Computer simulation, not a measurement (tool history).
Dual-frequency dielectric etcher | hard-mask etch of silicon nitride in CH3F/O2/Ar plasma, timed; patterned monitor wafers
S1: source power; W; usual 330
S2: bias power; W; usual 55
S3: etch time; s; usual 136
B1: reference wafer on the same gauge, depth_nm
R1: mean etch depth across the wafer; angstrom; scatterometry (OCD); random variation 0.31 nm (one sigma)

{"run": 1, "hour": 0.0, "S1": 330, "S2": 55, "S3": 136, "B1": 104.2, "R1": 907}
{"run": 2, "hour": 48.4, "S1": 330, "S2": 55, "S3": 136, "B1": 104.3, "R1": 912}
{"run": 3, "hour": 105.1, "S1": 330, "S2": 55, "S3": 136, "B1": 104.2, "R1": 910}
{"run": 4, "hour": 160.4, "S1": 330, "S2": 55, "S3": 136, "B1": 104.3, "R1": 909}
{"hour": 301.5, "done": "source power generator calibrated"}
{"run": 5, "hour": 348.8, "S1": 330, "S2": 55, "S3": 136, "B1": 104.3, "R1": 908}
{"hour": 377.4, "done": "wet clean of the chamber"}
{"run": 6, "hour": 388.4, "S1": 380, "S2": 47, "S3": 171, "B1": 104.3, "R1": 1172}
{"run": 7, "hour": 445.9, "S1": 270, "S2": 51, "S3": 172, "B1": 104.2, "R1": 1030}
{"run": 8, "hour": 516.8, "S1": 280, "S2": 68, "S3": 104.5, "B1": 104.1, "R1": 686}
{"run": 9, "hour": 553.6, "S1": 390, "S2": 59, "S3": 136, "B1": 104.2, "R1": 996}
{"run": 10, "hour": 588.1, "S1": 360, "S2": 44, "S3": 166, "B1": 104.2, "R1": 1091}
{"run": 11, "hour": 630.5, "S1": 330, "S2": 55, "S3": 96, "B1": 104.2, "R1": 644}
{"hour": 651.4, "done": "bias power generator calibrated"}
{"run": 12, "hour": 660.6, "S1": 330, "S2": 55, "S3": 136, "B1": 104.2, "R1": 907}
{"run": 13, "hour": 689.3, "S1": 330, "S2": 55, "S3": 136, "B1": 104.3, "R1": 910}
{"run": 14, "hour": 752.5, "S1": 360, "S2": 45, "S3": 107.5, "B1": 104.2, "R1": 711}
{"run": 15, "hour": 814.1, "S1": 260, "S2": 68, "S3": 99, "B1": 104.1, "R1": 625}
{"run": 16, "hour": 852.4, "S1": 330, "S2": 55, "S3": 136, "B1": 104.3, "R1": 909}
{"hour": 904.8, "done": "wet clean of the chamber"}
{"run": 17, "hour": 905.3, "S1": 330, "S2": 55, "S3": 136, "B1": 104.2, "R1": 912}
{"run": 18, "hour": 947.6, "S1": 330, "S2": 55, "S3": 136, "B1": 104.2, "R1": 907}
{"run": 19, "hour": 1002.8, "S1": 290, "S2": 47, "S3": 100, "B1": 104.2, "R1": 608}
{"run": 20, "hour": 1049.4, "S1": 380, "S2": 55, "S3": 173.5, "B1": 104.3, "R1": 1236}
{"run": 21, "hour": 1104.6, "S1": 330, "S2": 55, "S3": 122, "B1": 104.1, "R1": 819}
{"run": 22, "hour": 1163.7, "S1": 310, "S2": 64, "S3": 105, "B1": 104.2, "R1": 704}
{"run": 23, "hour": 1187.8, "S1": 330, "S2": 68, "S3": 149.5, "B1": 104.2, "R1": 1058}
{"run": 24, "hour": 1230.0, "S1": 270, "S2": 45, "S3": 136, "B1": 104.2, "R1": 793}
{"run": 25, "hour": 1301.7, "S1": 350, "S2": 55, "S3": 136, "B1": 104.3, "R1": 931}
{"run": 26, "hour": 1331.0, "S1": 260, "S2": 69, "S3": 136, "B1": 104.1, "R1": 867}
{"hour": 1372.7, "done": "wet clean of the chamber"}
{"run": 27, "hour": 1376.0, "S1": 330, "S2": 55, "S3": 102.5, "B1": 104.2, "R1": 687}
{"run": 28, "hour": 1408.6, "S1": 300, "S2": 69, "S3": 136, "B1": 104.3, "R1": 920}
{"run": 29, "hour": 1469.3, "S1": 330, "S2": 47, "S3": 136, "B1": 104, "R1": 882}

What the log doesn't show, run by run:
etch rate over this chamber's usual, %: 0 in every run
source power that arrives over what is set, %: 0 in every run
bias power that arrives over what is set, %: 0 in every run
gauge reads high (%): 0 in every run

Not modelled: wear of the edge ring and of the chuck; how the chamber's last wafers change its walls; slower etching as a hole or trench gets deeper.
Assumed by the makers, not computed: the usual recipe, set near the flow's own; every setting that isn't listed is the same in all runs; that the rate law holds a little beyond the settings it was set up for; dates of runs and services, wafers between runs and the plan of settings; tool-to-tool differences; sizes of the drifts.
